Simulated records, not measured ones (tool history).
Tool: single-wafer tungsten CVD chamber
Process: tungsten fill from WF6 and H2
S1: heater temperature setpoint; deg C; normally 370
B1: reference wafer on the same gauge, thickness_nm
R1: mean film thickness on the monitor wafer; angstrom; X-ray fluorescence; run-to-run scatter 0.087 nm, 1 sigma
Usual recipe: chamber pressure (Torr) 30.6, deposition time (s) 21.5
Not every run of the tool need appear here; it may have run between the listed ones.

run 1 day=0.000 | S1=370 chamber_pressure_(Torr)=30.6 deposition_time_(s)=21.5 | B1=31.297 | R1=347.52
run 2 day=1.250 | S1=376 chamber_pressure_(Torr)=30.6 deposition_time_(s)=21.5 | B1=31.281 | R1=401.17
run 3 day=2.225 | S1=376 chamber_pressure_(Torr)=30.6 deposition_time_(s)=21.5 | B1=31.262 | R1=401.14
run 4 day=3.458 | S1=370 chamber_pressure_(Torr)=30.6 deposition_time_(s)=19.0 | B1=31.249 | R1=308.58
run 5 day=4.862 | S1=370 chamber_pressure_(Torr)=25.1 deposition_time_(s)=21.5 | B1=31.296 | R1=326.02
run 6 day=5.858 | S1=370 chamber_pressure_(Torr)=30.6 deposition_time_(s)=21.5 | B1=31.275 | R1=348.59
run 7 day=6.938 | S1=370 chamber_pressure_(Torr)=30.6 deposition_time_(s)=21.5 | B1=31.309 | R1=348.39
run 8 day=11.400 | S1=370 chamber_pressure_(Torr)=30.6 deposition_time_(s)=21.5 | B1=31.317 | R1=352.10
run 9 day=12.796 | S1=357 chamber_pressure_(Torr)=27.2 deposition_time_(s)=18.4 | B1=31.299 | R1=207.52
run 10 day=16.154 | S1=370 chamber_pressure_(Torr)=32.9 deposition_time_(s)=18.3 | B1=31.297 | R1=306.51
run 11 day=16.733 | S1=370 chamber_pressure_(Torr)=30.6 deposition_time_(s)=23.1 | B1=31.311 | R1=376.17
run 12 day=17.942 | S1=370 chamber_pressure_(Torr)=30.6 deposition_time_(s)=21.5 | B1=31.329 | R1=352.21
run 13 day=19.254 | S1=361 chamber_pressure_(Torr)=30.6 deposition_time_(s)=19.1 | B1=31.285 | R1=241.67
run 14 day=20.583 | S1=370 chamber_pressure_(Torr)=30.6 deposition_time_(s)=21.5 | B1=31.313 | R1=338.72
run 15 day=21.788 | S1=370 chamber_pressure_(Torr)=32.6 deposition_time_(s)=21.5 | B1=31.282 | R1=347.74
run 16 day=22.871 | S1=362 chamber_pressure_(Torr)=30.6 deposition_time_(s)=21.5 | B1=31.273 | R1=279.25
run 17 day=24.454 | S1=357 chamber_pressure_(Torr)=36.0 deposition_time_(s)=18.7 | B1=31.307 | R1=227.47
run 18 day=25.412 | S1=370 chamber_pressure_(Torr)=30.6 deposition_time_(s)=21.5 | B1=31.333 | R1=340.82
run 19 day=26.896 | S1=380 chamber_pressure_(Torr)=30.6 deposition_time_(s)=18.5 | B1=31.302 | R1=368.44
run 20 day=28.133 | S1=378 chamber_pressure_(Torr)=27.3 deposition_time_(s)=19.2 | B1=31.249 | R1=351.65
run 21 day=29.229 | S1=377 chamber_pressure_(Torr)=24.6 deposition_time_(s)=21.5 | B1=31.312 | R1=370.06
run 22 day=29.992 | S1=363 chamber_pressure_(Torr)=30.6 deposition_time_(s)=18.0 | B1=31.254 | R1=239.02
run 23 day=30.992 | S1=370 chamber_pressure_(Torr)=30.6 deposition_time_(s)=18.6 | B1=31.279 | R1=293.65
run 24 day=32.179 | S1=384 chamber_pressure_(Torr)=33.2 deposition_time_(s)=21.5 | B1=31.297 | R1=484.66
run 25 day=33.458 | S1=370 chamber_pressure_(Torr)=30.6 deposition_time_(s)=21.5 | B1=31.323 | R1=339.51
run 26 day=34.538 | S1=359 chamber_pressure_(Torr)=24.5 deposition_time_(s)=22.8 | B1=31.284 | R1=251.77
run 27 day=35.517 | S1=370 chamber_pressure_(Torr)=30.6 deposition_time_(s)=24.0 | B1=31.289 | R1=380.19
run 28 day=36.850 | S1=370 chamber_pressure_(Torr)=37.7 deposition_time_(s)=21.5 | B1=31.313 | R1=366.44
run 29 day=37.442 | S1=370 chamber_pressure_(Torr)=30.6 deposition_time_(s)=21.5 | B1=31.325 | R1=339.20
run 30 day=38.600 | S1=370 chamber_pressure_(Torr)=30.6 deposition_time_(s)=21.5 | B1=31.287 | R1=339.38
run 31 day=39.458 | S1=363 chamber_pressure_(Torr)=36.8 deposition_time_(s)=25.7 | B1=31.249 | R1=366.02
run 32 day=40.658 | S1=370 chamber_pressure_(Torr)=30.6 deposition_time_(s)=21.5 | B1=31.280 | R1=339.17
run 33 day=41.417 | S1=370 chamber_pressure_(Torr)=30.6 deposition_time_(s)=25.2 | B1=31.345 | R1=398.74

The log once held 4 entries between its listed runs, left out of this copy. Where does each go, and what is different about the tool's unlogged condition between the listed run before it and the listed run after it?
From run 7 to run 8: showerhead replaced (day 7.754)
  wafer temperature above the value expected at the setpoint (K): 1.37 -> 1.49
  what was measured, less what the result would be without the hidden state, R1: +11.25 -> +12.29 angstrom
From run 12 to run 13: thermocouple changed; heater temperature recalibrated (day 18.983)
  wafer temperature above the value expected at the setpoint (K): 1.66 -> 0.206
  what was measured, less what the result would be without the hidden state, R1: +13.72 -> +1.25 angstrom
From run 16 to run 17: capacitance manometer re-zeroed and calibrated (day 24.433)
  wafer temperature above the value expected at the setpoint (K): 0.208 -> 0.21
  what was measured, less what the result would be without the hidden state, R1: +1.45 -> +1.22 angstrom
From run 20 to run 21: gauge calibrated (day 28.525)
  wafer temperature above the value expected at the setpoint (K): 0.216 -> 0.219
  what was measured, less what the result would be without the hidden state, R1: +1.77 -> +1.89 angstrom
